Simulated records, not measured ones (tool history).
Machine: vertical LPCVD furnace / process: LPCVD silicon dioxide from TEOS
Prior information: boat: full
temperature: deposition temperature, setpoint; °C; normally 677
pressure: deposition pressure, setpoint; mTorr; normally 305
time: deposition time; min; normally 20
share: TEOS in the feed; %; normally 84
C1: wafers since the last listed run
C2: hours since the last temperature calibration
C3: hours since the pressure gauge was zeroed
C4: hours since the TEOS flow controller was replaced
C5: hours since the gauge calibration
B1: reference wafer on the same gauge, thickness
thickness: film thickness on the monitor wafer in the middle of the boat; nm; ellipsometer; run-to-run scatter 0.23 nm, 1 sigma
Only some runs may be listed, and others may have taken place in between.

Run 1, hour 0: usual settings; C1 0; C2 2950.6; C3 313.6; C4 5794.1; C5 2308.1; B1 87.8. Result: thickness 90.47 nm.
Run 2, hour 84.4: usual settings; C1 1899; C2 3035; C3 398; C4 5878.5; C5 2392.5; B1 87.76. Result: thickness 90.42 nm.
Run 3, hour 127.1: usual settings; C1 961; C2 3077.7; C3 440.7; C4 5921.2; C5 2435.2; B1 87.82. Result: thickness 90.92 nm.
Run 4, hour 226.2: usual settings; C1 2230; C2 3176.8; C3 539.8; C4 6020.3; C5 2534.3; B1 87.81. Result: thickness 90.31 nm.
Run 5, hour 287: usual settings; C1 1368; C2 3237.6; C3 600.6; C4 6081.1; C5 2595.1; B1 87.78. Result: thickness 90.85 nm.
Run 6, hour 332: usual settings; C1 1012; C2 3282.6; C3 645.6; C4 6126.1; C5 2640.1; B1 87.78. Result: thickness 90.33 nm.
Run 7, hour 406.1: usual settings but temperature 684 °C, pressure 380 mTorr; C1 1667; C2 3356.7; C3 719.7; C4 6200.2; C5 2714.2; B1 87.76. Result: thickness 119.26 nm.
Run 8, hour 477.2: usual settings but time 23.5 min; C1 1600; C2 3427.8; C3 790.8; C4 6271.3; C5 2785.3; B1 87.76. Result: thickness 105.61 nm.
Run 9, hour 544.4: usual settings but temperature 688 °C; C1 1512; C2 3495; C3 858; C4 6338.5; C5 2852.5; B1 87.78. Result: thickness 117.32 nm.
At hour 569.4: TEOS flow controller replaced.
Run 10, hour 602.1: usual settings; C1 758; C2 3552.7; C3 915.7; C4 32.7; C5 2910.2; B1 87.84. Result: thickness 90.56 nm.
Run 11, hour 686.4: usual settings but temperature 682 °C, share 75 %; C1 1897; C2 3637; C3 1000; C4 117; C5 2994.5; B1 87.79. Result: thickness 96.32 nm.
Run 12, hour 723.5: usual settings; C1 835; C2 3674.1; C3 1037.1; C4 154.1; C5 3031.6; B1 87.8. Result: thickness 90.48 nm.
At hour 770.9: gauge calibrated.
Run 13, hour 813.4: usual settings but temperature 670 °C, time 23 min, share 69 %; C1 2023; C2 3764; C3 1127; C4 244; C5 42.5; B1 87.78. Result: thickness 79.13 nm.
Run 14, hour 860.7: usual settings but pressure 245 mTorr, share 97 %; C1 1064; C2 3811.3; C3 1174.3; C4 291.3; C5 89.8; B1 87.8. Result: thickness 86.76 nm.
Run 15, hour 966.2: usual settings; C1 2374; C2 3916.8; C3 1279.8; C4 396.8; C5 195.3; B1 87.81. Result: thickness 89.97 nm.
At hour 1071: thermocouples replaced and temperature profile calibrated.
Run 16, hour 1071.5: usual settings but temperature 670 °C, share 96 %; C1 1829; C2 0.5; C3 1385.1; C4 502.1; C5 300.6; B1 87.77. Result: thickness 80.97 nm.
Run 17, hour 1138.5: usual settings but time 22.5 min; C1 1507; C2 67.5; C3 1452.1; C4 569.1; C5 367.6; B1 87.78. Result: thickness 101.19 nm.
Run 18, hour 1206.4: usual settings; C1 1528; C2 135.4; C3 1520; C4 637; C5 435.5; B1 87.84. Result: thickness 90.25 nm.
Run 19, hour 1283.9: usual settings but temperature 670 °C; C1 1744; C2 212.9; C3 1597.5; C4 714.5; C5 513; B1 87.84. Result: thickness 75.33 nm.
Run 20, hour 1344.3: usual settings but temperature 665 °C, share 68 %; C1 1359; C2 273.3; C3 1657.9; C4 774.9; C5 573.4; B1 87.73. Result: thickness 60.09 nm.
Run 21, hour 1383.9: usual settings; C1 891; C2 312.9; C3 1697.5; C4 814.5; C5 613; B1 87.77. Result: thickness 89.98 nm.
Run 22, hour 1540.6: usual settings but temperature 670 °C; C1 3526; C2 469.6; C3 1854.2; C4 971.2; C5 769.7; B1 87.82. Result: thickness 75.64 nm.
Run 23, hour 1635.3: usual settings but temperature 682 °C, time 15.5 min; C1 2131; C2 564.3; C3 1948.9; C4 1065.9; C5 864.4; B1 87.82. Result: thickness 78.34 nm.
Run 24, hour 1731.9: usual settings but pressure 255 mTorr, time 26 min; C1 2174; C2 660.9; C3 2045.5; C4 1162.5; C5 961; B1 87.8. Result: thickness 106.28 nm.
Run 25, hour 1812.7: usual settings but time 12 min; C1 1818; C2 741.7; C3 2126.3; C4 1243.3; C5 1041.8; B1 87.78. Result: thickness 53.83 nm.
Run 26, hour 1863: usual settings but temperature 687 °C; C1 1132; C2 792; C3 2176.6; C4 1293.6; C5 1092.1; B1 87.83. Result: thickness 114.55 nm.
Run 27, hour 1954: usual settings but pressure 335 mTorr, time 16 min; C1 2048; C2 883; C3 2267.6; C4 1384.6; C5 1183.1; B1 87.81. Result: thickness 74.96 nm.
Run 28, hour 2025.5: usual settings but pressure 360 mTorr, share 97 %; C1 1609; C2 954.5; C3 2339.1; C4 1456.1; C5 1254.6; B1 87.82. Result: thickness 104.37 nm.
Run 29, hour 2122.7: usual settings but temperature 673 °C, pressure 355 mTorr, time 25.5 min, share 72 %; C1 2187; C2 1051.7; C3 2436.3; C4 1553.3; C5 1351.8; B1 87.78. Result: thickness 103.25 nm.
Run 30, hour 2162: usual settings but time 17 min; C1 884; C2 1091; C3 2475.6; C4 1592.6; C5 1391.1; B1 87.83. Result: thickness 75.93 nm.
Run 31, hour 2202.9: usual settings but temperature 673 °C, pressure 355 mTorr, time 23 min, share 72 %; C1 920; C2 1131.9; C3 2516.5; C4 1633.5; C5 1432; B1 87.79. Result: thickness 93.31 nm.

How the hidden state differs across the entries between the runs, from the last listed run before each to the first after it:
Logged between run 9 and run 10: TEOS flow controller replaced (hour 569.4)
  true pressure minus gauge reading, mTorr: -0.197 -> -0.315
  difference, measured minus the result without the unlogged condition, thickness: -0.03 -> -0.05 nm
Logged between run 12 and run 13: gauge calibrated (hour 770.9)
  true pressure minus gauge reading, mTorr: -0.587 -> -0.81
  difference, measured minus the result without the unlogged condition, thickness: -0.08 -> -0.11 nm
Logged between run 15 and run 16: thermocouples replaced and temperature profile calibrated (hour 1071)
  true pressure minus gauge reading, mTorr: -1.23 -> -1.55
  difference, measured minus the result without the unlogged condition, thickness: -0.18 -> -0.2 nm
